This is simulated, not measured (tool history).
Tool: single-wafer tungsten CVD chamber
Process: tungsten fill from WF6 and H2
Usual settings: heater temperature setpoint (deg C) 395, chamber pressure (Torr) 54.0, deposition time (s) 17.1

run   hour  heater temperature setpoint (deg C)  chamber pressure (Torr)  deposition time (s)  wafers since the last listed run  hours since the last thermocouple change  hours since the last manometer calibration  hours since the showerhead was replaced  hours since the gauge calibration  read-back reference wafer on the same gauge, thickness_nm  mean film thickness on the monitor wafer (Å)
  1    0.0                                  395                     54.0                 17.1                                 0                                    2864.8                                      1886.5                                   2884.3                              355.9                                                     57.902                                        630.54
  2    8.5                                  402                     54.0                 17.1                               161                                    2873.3                                      1895.0                                   2892.8                              364.4                                                     57.953                                        726.17
  3   22.9                                  402                     54.0                 17.1                               274                                    2887.7                                      1909.4                                   2907.2                              378.8                                                     57.834                                        729.58
  4   34.0                                  402                     54.0                 17.1                               211                                    2898.8                                      1920.5                                   2918.3                              389.9                                                     58.008                                        728.76
  5   49.0                                  395                     54.0                 17.1                               285                                    2913.8                                      1935.5                                   2933.3                              404.9                                                     57.992                                        628.40
  6   62.8                                  395                     54.0                 17.1                               262                                    2927.6                                      1949.3                                   2947.1                              418.7                                                     57.861                                        624.65
  7   73.1                                  395                     54.0                 17.1                               196                                    2937.9                                      1959.6                                   2957.4                              429.0                                                     58.009                                        631.61
  8   89.8                                  395                     54.0                 17.1                               317                                    2954.6                                      1976.3                                   2974.1                              445.7                                                     57.904                                        626.84
  9  103.1                                  395                     54.0                 17.1                               253                                    2967.9                                      1989.6                                   2987.4                              459.0                                                     57.915                                        633.56
 10  134.6                                  395                     54.0                 17.1                               599                                    2999.4                                      2021.1                                   3018.9                              490.5                                                     57.913                                        630.97
 11  144.2                                  395                     44.8                 19.3                               182                                    3009.0                                      2030.7                                   3028.5                              500.1                                                     57.988                                        630.36
 12  155.8                                  395                     44.8                 19.3                               220                                    3020.6                                      2042.3                                   3040.1                              511.7                                                     57.967                                        636.82
 13  168.4                                  390                     54.0                 19.4                               239                                    3033.2                                      2054.9                                   3052.7                              524.3                                                     57.873                                        637.29
 14  183.5                                  390                     54.0                 19.4                               287                                    3048.3                                      2070.0                                   3067.8                              539.4                                                     57.865                                        639.63
     189.0  -- gauge calibrated
 15  199.9                                  390                     54.0                 19.4                               312                                    3064.7                                      2086.4                                   3084.2                               10.9                                                     57.924                                        641.51
 16  207.3                                  395                     54.0                 17.1                               140                                    3072.1                                      2093.8                                   3091.6                               18.3                                                     57.904                                        635.46
 17  219.0                                  395                     44.8                 18.7                               222                                    3083.8                                      2105.5                                   3103.3                               30.0                                                     57.944                                        613.99
 18  232.2                                  395                     42.6                 19.4                               251                                    3097.0                                      2118.7                                   3116.5                               43.2                                                     58.006                                        617.82
 19  247.7                                  387                     50.5                 17.1                               295                                    3112.5                                      2134.2                                   3132.0                               58.7                                                     57.883                                        506.34
 20  253.8                                  395                     54.0                 17.1                               116                                    3118.6                                      2140.3                                   3138.1                               64.8                                                     57.792                                        634.78
 21  260.6                                  395                     48.2                 17.1                               129                                    3125.4                                      2147.1                                   3144.9                               71.6                                                     57.892                                        581.80
 22  272.9                                  388                     41.2                 17.1                               234                                    3137.7                                      2159.4                                   3157.2                               83.9                                                     57.965                                        458.35
     292.6  -- thermocouple changed; heater temperature recalibrated
     299.3  -- capacitance manometer re-zeroed and calibrated
     302.8  -- showerhead replaced
 23  303.3                                  395                     54.0                 18.1                               232                                      10.7                                         4.0                                      0.5                              114.3                                                     57.973                                        663.14
 24  303.6                                  390                     64.5                 20.3                                 5                                      11.0                                         4.3                                      0.8                              114.6                                                     57.853                                        738.83
 25  316.9                                  395                     54.0                 17.1                               253                                      24.3                                        17.6                                     14.1                              127.9                                                     57.846                                        626.47
 26  344.9                                  395                     54.0                 17.1                               533                                      52.3                                        45.6                                     42.1                              155.9                                                     57.902                                        632.95
 27  352.9                                  395                     54.0                 17.1                               152                                      60.3                                        53.6                                     50.1                              163.9                                                     57.835                                        636.16
 28  362.5                                  395                     54.0                 17.1                               182                                      69.9                                        63.2                                     59.7                              173.5                                                     57.978                                        628.28
 29  374.1                                  399                     59.0                 19.4                               220                                      81.5                                        74.8                                     71.3                              185.1                                                     57.896                                        817.97
 30  389.1                                  384                     54.0                 19.6                               285                                      96.5                                        89.8                                     86.3                              200.1                                                     57.773                                        566.06
 31  407.0                                  395                     54.0                 17.1                               340                                     114.4                                       107.7                                    104.2                              218.0                                                     57.819                                        635.29
 32  416.8                                  395                     54.0                 16.1                               186                                     124.2                                       117.5                                    114.0                              227.8                                                     57.891                                        595.98
 33  427.8                                  388                     60.5                 15.8                               209                                     135.2                                       128.5                                    125.0                              238.8                                                     57.980                                        531.10
 34  451.0                                  389                     54.0                 15.0                               441                                     158.4                                       151.7                                    148.2                              262.0                                                     57.923                                        483.21
 35  457.9                                  395                     54.0                 17.1                               131                                     165.3                                       158.6                                    155.1                              268.9                                                     57.828                                        627.15

What the log doesn't show, run by run:
wafer temperature above the value expected at the setpoint (K): 0 in every run
true pressure above the setpoint (%): 0 in every run
gauge reads high (%): 0 in every run

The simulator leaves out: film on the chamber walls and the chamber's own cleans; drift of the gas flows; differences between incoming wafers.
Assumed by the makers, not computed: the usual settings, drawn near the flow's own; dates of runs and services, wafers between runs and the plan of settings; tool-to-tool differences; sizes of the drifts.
